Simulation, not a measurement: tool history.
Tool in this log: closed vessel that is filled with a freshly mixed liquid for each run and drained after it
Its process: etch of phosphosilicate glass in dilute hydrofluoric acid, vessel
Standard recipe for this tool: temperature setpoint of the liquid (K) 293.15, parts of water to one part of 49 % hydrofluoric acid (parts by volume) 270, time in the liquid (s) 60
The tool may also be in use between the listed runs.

run,hour,temperature setpoint of the liquid (K),parts of water to one part of 49 % hydrofluoric acid (parts by volume),time in the liquid (s),wafers since the last listed run,hours since the thermometer was replaced,hours since the hydrofluoric acid flow meter was replaced,hours since the gauge calibration,"read-back film thickness of the phosphosilicate glass reference wafer, read on the same gauge (nm)",thickness taken off the phosphosilicate glass on a monitor wafer (angstrom)
1,0,291.65,270,80,0,1244.2,1401.1,1944.6,109.99,297.1
2,79.6,293.15,270,60,9453,1323.8,1480.7,2024.2,110.01,235.2
3,157.8,293.15,270,60,9287,1402,1558.9,2102.4,110,238
4,248.2,293.15,270,60,10736,1492.4,1649.3,2192.8,110.02,234.7
5,293.3,293.15,335,60,5356,1537.5,1694.4,2237.9,110,175.5
6,400.4,293.15,270,60,12719,1644.6,1801.5,2345,109.99,234.6
# hour 439.3: hydrofluoric acid flow meter replaced
7,467.5,292.15,270,75,7850,1711.7,28.2,2412.1,110,302.3
8,528.2,292.15,270,75,7208,1772.4,88.9,2472.8,109.99,301.7
9,611.5,293.15,270,60,9892,1855.7,172.2,2556.1,110.01,251.9
10,649.3,293.15,270,60,4489,1893.5,210,2593.9,110.01,249.5
# hour 686.1: gauge calibrated
11,717,293.15,270,60,8040,1961.2,277.7,30.9,110.01,251.3
12,773.1,293.15,270,60,6662,2017.3,333.8,87,109.98,248.8
13,878.9,293.15,270,60,12565,2123.1,439.6,192.8,109.99,249.4
14,944.7,293.15,340,90,7814,2188.9,505.4,258.6,110.01,277.3
15,1035.5,297.15,170,60,10783,2279.7,596.2,349.4,109.99,510.9
16,1072.1,295.65,220,60,4346,2316.3,632.8,386,110,355.8
17,1129,296.15,270,75,6757,2373.2,689.7,442.9,109.99,342.8
18,1196.4,290.15,210,35,8004,2440.6,757.1,510.3,109.99,176.4
# hour 1208: thermometer replaced
19,1235,293.15,325,30,4465,27,795.7,548.9,109.98,91.4
20,1280.5,290.15,270,60,5403,72.5,841.2,594.4,109.99,206.7
21,1376.8,294.65,395,60,11436,168.8,937.5,690.7,110,147.9
22,1424.6,297.15,270,90,5676,216.6,985.3,738.5,109.98,397
23,1484.2,290.15,270,40,7078,276.2,1044.9,798.1,110.01,135.6
24,1584.2,293.15,325,30,11876,376.2,1144.9,898.1,110,89.6
25,1660.4,293.15,270,60,9049,452.4,1221.1,974.3,109.99,227.3
26,1700.6,293.15,270,60,4774,492.6,1261.3,1014.5,110.02,229.7
27,1780.1,290.15,140,60,9441,572.1,1340.8,1094,110.01,446
28,1851.6,293.15,270,60,8491,643.6,1412.3,1165.5,109.99,228.5
29,1961.5,290.15,325,35,13052,753.5,1522.2,1275.4,110.01,94.7
30,2026.7,293.15,335,90,7743,818.7,1587.4,1340.6,110,258.3
31,2066.5,293.15,230,60,4726,858.5,1627.2,1380.4,110,276.5
32,2153.4,290.15,270,75,10320,945.4,1714.1,1467.3,110.01,253.9

Some steps in thickness taken off the phosphosilicate glass on a monitor wafer (angstrom) between neighbouring runs. How much of each would the tool show without its hidden state too (settings, what came in, random variation), and how much is left for the hidden state, with any gauge scatter that isn't in both results?
The tool's hidden condition here consists of: liquid hotter than its thermometer reads (K); hydrofluoric acid flow below the setpoint (%); gauge reads high (%).
Run 6 -> 7: temperature setpoint of the liquid (K) 293.15 -> 292.15, time in the liquid (s) 60 -> 75, hydrofluoric acid flow meter replaced. thickness taken off the phosphosilicate glass on a monitor wafer (angstrom) +67.7: hidden state +20.2, all else +47.5.
Run 14 -> 15: temperature setpoint of the liquid (K) 293.15 -> 297.15, parts of water to one part of 49 % hydrofluoric acid (parts by volume) 340 -> 170, time in the liquid (s) 90 -> 60. thickness taken off the phosphosilicate glass on a monitor wafer (angstrom) +233.6: hidden state +11.8, all else +221.8.
Run 18 -> 19: temperature setpoint of the liquid (K) 290.15 -> 293.15, parts of water to one part of 49 % hydrofluoric acid (parts by volume) 210 -> 325, time in the liquid (s) 35 -> 30, thermometer replaced. thickness taken off the phosphosilicate glass on a monitor wafer (angstrom) -85: hidden state -12.2, all else -72.8.
Run 21 -> 22: temperature setpoint of the liquid (K) 294.65 -> 297.15, parts of water to one part of 49 % hydrofluoric acid (parts by volume) 395 -> 270, time in the liquid (s) 60 -> 90. thickness taken off the phosphosilicate glass on a monitor wafer (angstrom) +249.1: hidden state -11, all else +260.1.
Run 22 -> 23: temperature setpoint of the liquid (K) 297.15 -> 290.15, time in the liquid (s) 90 -> 40. thickness taken off the phosphosilicate glass on a monitor wafer (angstrom) -261.4: hidden state +12.2, all else -273.6.
